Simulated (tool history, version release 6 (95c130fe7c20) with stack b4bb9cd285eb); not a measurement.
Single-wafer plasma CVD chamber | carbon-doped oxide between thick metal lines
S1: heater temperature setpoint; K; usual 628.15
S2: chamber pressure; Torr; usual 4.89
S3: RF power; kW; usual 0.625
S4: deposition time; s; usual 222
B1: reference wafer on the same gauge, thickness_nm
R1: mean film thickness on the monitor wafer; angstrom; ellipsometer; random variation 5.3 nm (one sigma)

{"run": 1, "hour": 0.0, "S1": 628.15, "S2": 5.32, "S3": 0.625, "S4": 222, "B1": 979.255, "R1": 11388.59}
{"run": 2, "hour": 56.6, "S1": 628.15, "S2": 4.89, "S3": 0.625, "S4": 222, "B1": 980.21, "R1": 11249.15}
{"run": 3, "hour": 90.2, "S1": 628.15, "S2": 4.89, "S3": 0.545, "S4": 222, "B1": 978.761, "R1": 10252.23}
{"run": 4, "hour": 166.0, "S1": 628.15, "S2": 4.89, "S3": 0.625, "S4": 222, "B1": 980.164, "R1": 11198.43}
{"run": 5, "hour": 220.9, "S1": 628.15, "S2": 4.89, "S3": 0.625, "S4": 222, "B1": 979.825, "R1": 11059.18}
{"hour": 329.8, "done": "showerhead replaced"}
{"hour": 387.9, "done": "thermocouple changed; heater temperature recalibrated"}
{"hour": 409.6, "done": "capacitance manometer re-zeroed and calibrated"}
{"run": 6, "hour": 420.0, "S1": 628.15, "S2": 4.89, "S3": 0.625, "S4": 222, "B1": 980.258, "R1": 11123.01}
{"run": 7, "hour": 489.8, "S1": 628.15, "S2": 4.89, "S3": 0.625, "S4": 222, "B1": 979.584, "R1": 11081.45}
{"run": 8, "hour": 527.8, "S1": 628.15, "S2": 4.89, "S3": 0.625, "S4": 189, "B1": 979.718, "R1": 9520.88}
{"run": 9, "hour": 565.1, "S1": 628.15, "S2": 4.89, "S3": 0.625, "S4": 189, "B1": 979.574, "R1": 9460.29}
{"run": 10, "hour": 591.7, "S1": 628.15, "S2": 3.72, "S3": 0.69, "S4": 222, "B1": 979.891, "R1": 11329.92}
{"run": 11, "hour": 651.7, "S1": 628.15, "S2": 4.89, "S3": 0.625, "S4": 222, "B1": 980.494, "R1": 11097.16}
{"hour": 683.1, "done": "RF generator calibrated"}
{"hour": 732.9, "done": "gauge calibrated"}
{"run": 12, "hour": 847.8, "S1": 628.15, "S2": 4.89, "S3": 0.625, "S4": 222, "B1": 979.976, "R1": 11328.13}
{"run": 13, "hour": 918.4, "S1": 628.15, "S2": 3.71, "S3": 0.71, "S4": 249, "B1": 979.232, "R1": 13293.75}
{"run": 14, "hour": 981.7, "S1": 621.15, "S2": 3.82, "S3": 0.5, "S4": 185, "B1": 979.9, "R1": 7869.75}
{"run": 15, "hour": 1007.2, "S1": 620.15, "S2": 4.89, "S3": 0.625, "S4": 222, "B1": 980.06, "R1": 11403.5}

The same runs without the tool's hidden state, with the same run-to-run variation:
The hidden state here: wafer temperature above the value expected at the setpoint (K); delivered RF power above the setpoint (%); true pressure above the setpoint (%); gauge reads high (%).
run=1 R1=11582
run=2 R1=11466.69
run=3 R1=10470.02
run=4 R1=11455.91
run=5 R1=11329.68
run=6 R1=11437.38
run=7 R1=11404.78
run=8 R1=9802.75
run=9 R1=9743.95
run=10 R1=11662.55
run=11 R1=11438.16
run=12 R1=11467.77
run=13 R1=13500.2
run=14 R1=8025.34
run=15 R1=11628.37
